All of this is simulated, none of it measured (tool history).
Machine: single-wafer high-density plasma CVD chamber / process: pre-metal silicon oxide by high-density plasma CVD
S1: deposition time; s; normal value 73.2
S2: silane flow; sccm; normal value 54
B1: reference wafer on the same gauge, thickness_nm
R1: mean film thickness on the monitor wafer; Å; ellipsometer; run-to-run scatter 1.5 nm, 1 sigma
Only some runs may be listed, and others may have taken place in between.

run	hour	S1	S2	B1	R1
1	0.0	73.2	54	347.335	4157.37
2	60.7	73.2	54	348.118	4177.58
3	126.9	73.2	54	348.676	4172.53
4	181.6	73.2	54	349.240	4146.71
5	249.0	73.2	54	349.809	4185.46
6	319.3	73.2	54	349.772	4188.96
7	352.3	73.2	54	350.150	4225.75
# hour 385.1: gauge calibrated
8	411.7	78.7	54	343.842	4418.55
9	458.0	78.7	54	344.973	4468.10
10	500.6	86.8	48	346.096	4371.67
11	548.2	73.2	54	346.800	4135.42
# hour 620.5: silane flow controller replaced
12	681.3	73.2	54	348.460	4154.85
13	729.5	73.2	65	348.886	5024.01
14	800.0	61.5	50	349.276	3243.96
15	847.1	84.5	48	349.238	4311.60
16	873.1	81.6	51	349.672	4402.44
# hour 886.0: gauge calibrated
17	938.6	79.9	59	342.811	4920.22
18	1001.3	65.7	47	344.327	3237.45
19	1036.8	63.0	54	344.925	3542.58

Branching from run 19: 4 alternative next runs. What would each branch give?
A	1037.2	73.2	54	?	?
B	1037.2	83.8	57	?	?
C	1037.2	62.5	54	?	?
D	1037.2	66.2	59	?	?

run	B1	R1
A	344.713	4129.52
B	344.713	4984.78
C	344.713	3525.89
D	344.713	4073.35
Had the tool no hidden state, the same runs would have come out as:
run	R1
A	4094.47
B	4942.47
C	3495.96
D	4038.77

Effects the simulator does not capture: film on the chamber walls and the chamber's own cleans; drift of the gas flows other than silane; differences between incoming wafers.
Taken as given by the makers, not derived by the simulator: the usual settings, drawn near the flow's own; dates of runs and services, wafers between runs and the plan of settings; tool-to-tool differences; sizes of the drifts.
